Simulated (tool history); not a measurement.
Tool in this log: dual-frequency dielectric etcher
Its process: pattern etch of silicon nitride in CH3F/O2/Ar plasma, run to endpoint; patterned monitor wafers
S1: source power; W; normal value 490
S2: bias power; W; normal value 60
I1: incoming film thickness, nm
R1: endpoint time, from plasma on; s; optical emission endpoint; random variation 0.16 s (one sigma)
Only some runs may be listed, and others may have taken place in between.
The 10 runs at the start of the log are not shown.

{"run": 11, "day": 16.296, "S1": 490, "S2": 60, "I1": 35.27, "R1": 53.2}
{"run": 12, "day": 17.025, "S1": 490, "S2": 56, "I1": 34.9, "R1": 53.5}
{"day": 18.383, "done": "upper electrode replaced"}
{"run": 13, "day": 19.362, "S1": 490, "S2": 64, "I1": 35.23, "R1": 52.3}
{"run": 14, "day": 20.158, "S1": 610, "S2": 55, "I1": 35.08, "R1": 48.8}
{"run": 15, "day": 21.371, "S1": 580, "S2": 60, "I1": 35.05, "R1": 49.0}
{"run": 16, "day": 22.15, "S1": 490, "S2": 60, "I1": 35.11, "R1": 52.4}
{"run": 17, "day": 23.512, "S1": 430, "S2": 51, "I1": 34.64, "R1": 56.0}
{"run": 18, "day": 24.171, "S1": 450, "S2": 71, "I1": 34.97, "R1": 51.9}
{"run": 19, "day": 25.488, "S1": 490, "S2": 46, "I1": 35.12, "R1": 55.3}

Run 20, settings as shown, results not yet in. Your forecast:
{"run": 20, "day": 26.796, "S1": 590, "S2": 54, "I1": 34.88, "R1": "?"}

{"run 20": {"R1": 48.9}}
The same run, on a tool lacking any hidden state, would have yielded R1 50.2 s.

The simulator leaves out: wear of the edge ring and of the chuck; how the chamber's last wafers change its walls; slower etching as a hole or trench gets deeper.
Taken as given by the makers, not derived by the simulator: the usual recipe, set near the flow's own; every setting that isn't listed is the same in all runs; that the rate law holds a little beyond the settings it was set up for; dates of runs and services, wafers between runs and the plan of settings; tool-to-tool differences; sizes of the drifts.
